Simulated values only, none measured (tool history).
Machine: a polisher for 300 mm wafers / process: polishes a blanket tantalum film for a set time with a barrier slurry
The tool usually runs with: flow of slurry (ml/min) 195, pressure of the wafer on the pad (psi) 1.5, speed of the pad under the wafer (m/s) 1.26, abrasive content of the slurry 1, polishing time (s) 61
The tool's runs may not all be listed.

run     day  flow of slurry (ml/min)  pressure of the wafer on the pad (psi)  speed of the pad under the wafer (m/s)  abrasive content of the slurry  polishing time (s)  wafers since the last listed run  wafers polished on this pad  hours since the slurry nozzle was cleaned  hours since the head pressure was calibrated  hours since the slurry blender was calibrated  incoming thickness of the incoming film, nm  film removed (Å)
  1       0                      195                                     1.5                                    1.16                            0.75                  61                                 0                          632                                      123.5                                        1266.7                                           89.8                                        447.8               802
      0.088  -- slurry blender recalibrated
  2   0.517                      195                                     1.5                                    1.16                            0.75                  61                                64                          696                                      135.9                                        1279.1                                           10.3                                        432.5               810
      0.838  -- worn pad replaced by a new one
  3   1.038                      195                                     1.5                                    1.12                               1                  61                                52                           29                                      148.4                                        1291.6                                           22.8                                        439.8               835
  4    1.35                      195                                     1.1                                    1.26                               1                  61                                46                           75                                      155.9                                        1299.1                                           30.3                                        438.7               697
  5   2.017                      195                                     1.1                                    1.26                               1                  61                                98                          174                                      171.9                                        1315.1                                           46.3                                        440.5               669
  6   2.271                      195                                     1.5                                    1.26                             0.8                  61                                37                          211                                        178                                        1321.2                                           52.4                                        442.7               874
  7   3.638                      195                                     1.5                                    1.26                             0.8                  61                               201                          413                                      210.8                                          1354                                           85.2                                        442.3               851
       4.55  -- slurry blender recalibrated
      4.983  -- head pressure recalibrated
  8   5.021                      195                                     1.5                                    1.26                               1                  61                               179                          593                                        244                                           0.9                                           11.3                                        446.1               933
  9   5.283                      195                                     1.5                                    1.26                               1                  61                                38                          632                                      250.3                                           7.2                                           17.6                                        449.6               946
      5.517  -- worn pad replaced by a new one
 10   5.792                      195                                     1.5                                    1.26                               1                  61                                50                           40                                      262.5                                          19.4                                           29.8                                        438.5               915
 11   6.475                      195                                     1.5                                    1.26                               1                  61                               100                          141                                      278.9                                          35.8                                           46.2                                        440.8               933
 12   6.954                      195                                     1.5                                    1.26                               1                  61                                70                          212                                      290.4                                          47.3                                           57.7                                          445               899
 13   7.675                      195                                     1.5                                    1.26                               1                  61                               106                          319                                      307.7                                          64.6                                             75                                        435.2               904
 14   8.421                      195                                     1.5                                    1.26                               1                  53                               110                          429                                      325.6                                          82.5                                           92.9                                          432               789
 15   8.867                      195                                     1.5                                    1.26                             0.8                  61                                65                          495                                      336.3                                          93.2                                          103.6                                        432.5               856
 16   9.183                      220                                     1.9                                    1.26                               1                  68                                46                          542                                      343.9                                         100.8                                          111.2                                        446.6              1234
      9.383  -- slurry blender recalibrated
 17     9.9                      195                                     1.2                                    1.12                             1.1                  61                                93                          635                                      361.1                                           118                                           12.4                                        438.1               698
     10.146  -- worn pad replaced by a new one
 18  10.229                      195                                     1.5                                    1.16                            0.75                  61                                24                           12                                        369                                         125.9                                           20.3                                          446               839
     10.588  -- slurry nozzle cleaned
 19  10.671                      215                                     1.4                                    1.26                               1                  69                                59                           71                                          2                                         136.5                                           30.9                                        444.9              1003
 20  11.217                      195                                     1.8                                     0.9                               1                  43                                80                          151                                       15.1                                         149.6                                             44                                        445.3               560
 21  11.508                      195                                       2                                    0.94                               1                  61                                43                          194                                       22.1                                         156.6                                             51                                        438.4               892
 22  12.088                      175                                     1.7                                    1.68                             0.9                  61                                85                          280                                         36                                         170.5                                           64.9                                        437.4              1308
 23  12.538                      195                                     1.5                                    1.26                               1                  61                                66                          347                                       46.8                                         181.3                                           75.7                                        446.5               922
 24  13.029                      195                                     1.5                                    1.26                               1                  46                                72                          419                                       58.6                                         193.1                                           87.5                                        441.8               687
     13.408  -- slurry blender recalibrated
 25  13.429                      175                                     1.5                                    0.92                             1.3                  44                                46                          466                                       68.2                                         202.7                                            0.5                                        437.7               524
 26  13.775                      135                                     1.7                                    1.26                               1                  61                                51                          517                                       76.5                                           211                                            8.8                                        446.4               989

Branching from run 26: 3 alternative next runs. What would each branch give?
  A  13.792                      195                                     1.5                                    1.26                             1.1                  61                                 2                          520                                       76.9                                         211.4                                            9.2                                        443.6                 ?
  B  13.792                      195                                     1.5                                    1.26                             0.9                  45                                 2                          520                                       76.9                                         211.4                                            9.2                                        443.6                 ?
  C  13.792                      165                                     1.5                                    1.26                            0.85                  61                                 2                          520                                       76.9                                         211.4                                            9.2                                        443.6                 ?

run  film removed (Å)
  A               990
  B               705
  C               920
Take away the tool's hidden state, keep each run's random variation, and the runs would have read:
run  film removed (Å)
  A               998
  B               711
  C               928
